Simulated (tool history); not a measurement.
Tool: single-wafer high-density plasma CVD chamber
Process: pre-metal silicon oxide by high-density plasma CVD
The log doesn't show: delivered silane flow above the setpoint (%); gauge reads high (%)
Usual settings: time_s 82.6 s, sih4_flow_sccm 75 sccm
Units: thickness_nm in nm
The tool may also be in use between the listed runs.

| run | day | time_s | sih4_flow_sccm | wafers since the last listed run | hours since the silane flow controller was replaced | hours since the gauge calibration | read-back reference wafer on the same gauge, thickness_nm | thickness_nm |
|---|---|---|---|---|---|---|---|---|
| 1 | 0.000 | 82.6 | 75 | 0 | 3827.6 | 214.3 | 603.079 | 685.675 |
| 2 | 1.112 | 82.6 | 75 | 276 | 3854.3 | 241.0 | 603.339 | 685.814 |
| 3 | 2.412 | 82.6 | 75 | 322 | 3885.5 | 272.2 | 603.103 | 687.369 |
| 4 | 3.704 | 82.6 | 75 | 320 | 3916.5 | 303.2 | 603.123 | 685.270 |
| 5 | 5.029 | 82.6 | 75 | 329 | 3948.3 | 335.0 | 603.093 | 684.668 |
| 6 | 6.346 | 82.6 | 75 | 326 | 3979.9 | 366.6 | 603.031 | 686.777 |
|  | 8.454 | silane flow controller replaced |
| 7 | 9.612 | 82.6 | 75 | 728 | 27.8 | 445.0 | 602.558 | 665.465 |
| 8 | 10.138 | 82.6 | 65 | 130 | 40.4 | 457.6 | 603.197 | 575.719 |
|  | 10.271 | gauge calibrated |
|  | 11.504 | silane flow controller replaced, repeated, since the last time left the tool worse |
| 9 | 11.525 | 82.6 | 75 | 261 | 0.5 | 30.1 | 603.159 | 719.856 |
| 10 | 12.404 | 75.1 | 75 | 218 | 21.6 | 51.2 | 602.788 | 653.791 |
| 11 | 13.542 | 82.6 | 89 | 282 | 48.9 | 78.5 | 602.780 | 854.595 |
| 12 | 14.429 | 99.1 | 80 | 220 | 70.2 | 99.8 | 602.688 | 923.257 |
| 13 | 15.675 | 82.6 | 75 | 309 | 100.1 | 129.7 | 602.812 | 720.881 |
| 14 | 17.704 | 68.6 | 68 | 503 | 148.8 | 178.4 | 603.029 | 543.506 |
| 15 | 18.925 | 82.6 | 71 | 303 | 178.1 | 207.7 | 602.635 | 682.297 |
| 16 | 19.450 | 82.6 | 75 | 130 | 190.7 | 220.3 | 603.071 | 719.849 |

4 ways to go on from here, each from the tool as it stands after run 16. What would each give?
| A | 19.467 | 82.6 | 75 | 4 | 191.1 | 220.7 | ? | ? |
| B | 19.467 | 97.7 | 63 | 4 | 191.1 | 220.7 | ? | ? |
| C | 19.467 | 73.1 | 80 | 4 | 191.1 | 220.7 | ? | ? |
| D | 19.467 | 73.1 | 62 | 4 | 191.1 | 220.7 | ? | ? |

| run | read-back reference wafer on the same gauge, thickness_nm | thickness_nm |
|---|---|---|
| A | 602.767 | 721.008 |
| B | 602.767 | 716.365 |
| C | 602.767 | 680.623 |
| D | 602.767 | 527.482 |
Without the tool's hidden state the same runs would have given:
| run | thickness_nm |
|---|---|
| A | 720.766 |
| B | 716.123 |
| C | 680.393 |
| D | 527.305 |
